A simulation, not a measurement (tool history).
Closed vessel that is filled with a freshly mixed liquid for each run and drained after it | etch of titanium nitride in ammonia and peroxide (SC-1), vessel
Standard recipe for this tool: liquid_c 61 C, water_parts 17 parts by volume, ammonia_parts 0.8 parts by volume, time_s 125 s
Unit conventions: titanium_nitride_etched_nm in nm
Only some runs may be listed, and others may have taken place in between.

run	hour	liquid_c	water_parts	ammonia_parts	time_s	read-back film thickness of the titanium nitride reference wafer, read on the same gauge (nm)	titanium_nitride_etched_nm
1	0	61	19	0.8	170	150.01	21.4
2	29.6	61	19	0.8	170	150	21.39
3	41.7	61	19	0.8	170	150	21.47
# hour 56.8: ammonia flow meter replaced
4	68.9	57	13	0.8	125	149.99	14.8
# hour 77.4: new drum of ammonia solution connected
5	96.6	61	23.5	0.8	125	149.94	14.29
6	123.4	53	11	0.6	125	149.97	12.01
# hour 131.4: thermometer replaced
7	138.9	66.5	17	0.8	75	150	13.07
8	170.8	61	17	0.8	60	150.01	7.34
9	196.8	61	17	0.65	125	149.96	14.76
10	223	56.5	17	1.1	125	150	11.91
11	237.5	61	17	0.8	125	149.98	15.16
12	262.6	61	19.5	0.8	125	150.01	14.16
13	280.5	61	17	0.9	125	150.02	15.59
14	301.1	61	24	0.8	125	150.03	12.57
15	400	56	13	0.9	125	150.01	12.91
# hour 411.1: gauge calibrated
16	430.1	55	17	0.8	125	149.97	10.14
17	449.7	61	22.5	0.8	125	150.04	13.02
# hour 505.5: new drum of ammonia solution connected
18	540.1	61	17	1.05	125	149.98	16.22
19	573	55.5	21.5	0.8	125	149.96	9.45
20	591.5	61	21	0.8	155	150.05	17.1
21	620.2	61	13	0.65	125	150	17.33
22	647.9	61	17	0.8	125	150.02	15.5
23	676.3	61	17	0.8	125	150.02	15.54
24	691.2	61	17	0.9	125	149.97	15.83
25	721.5	53.5	19.5	0.8	170	150.04	11.81
26	736.3	61	17	0.8	155	150	19.15
27	751.2	66	21.5	0.8	85	149.96	12.68

4 ways to go on from here, each from the tool as it stands after run 27. What would each give?
A	751.9	61	17	0.8	125	?	?
B	751.9	63.5	17	0.6	125	?	?
C	751.9	66.5	17	0.8	80	?	?
D	751.9	66.5	17	0.45	125	?	?

run	read-back film thickness of the titanium nitride reference wafer, read on the same gauge (nm)	titanium_nitride_etched_nm
A	150	15.39
B	150	17.17
C	150	14
D	150	19.7
Without the tool's unlogged condition, the same runs would have read:
run	titanium_nitride_etched_nm
A	15.19
B	16.96
C	13.83
D	19.48
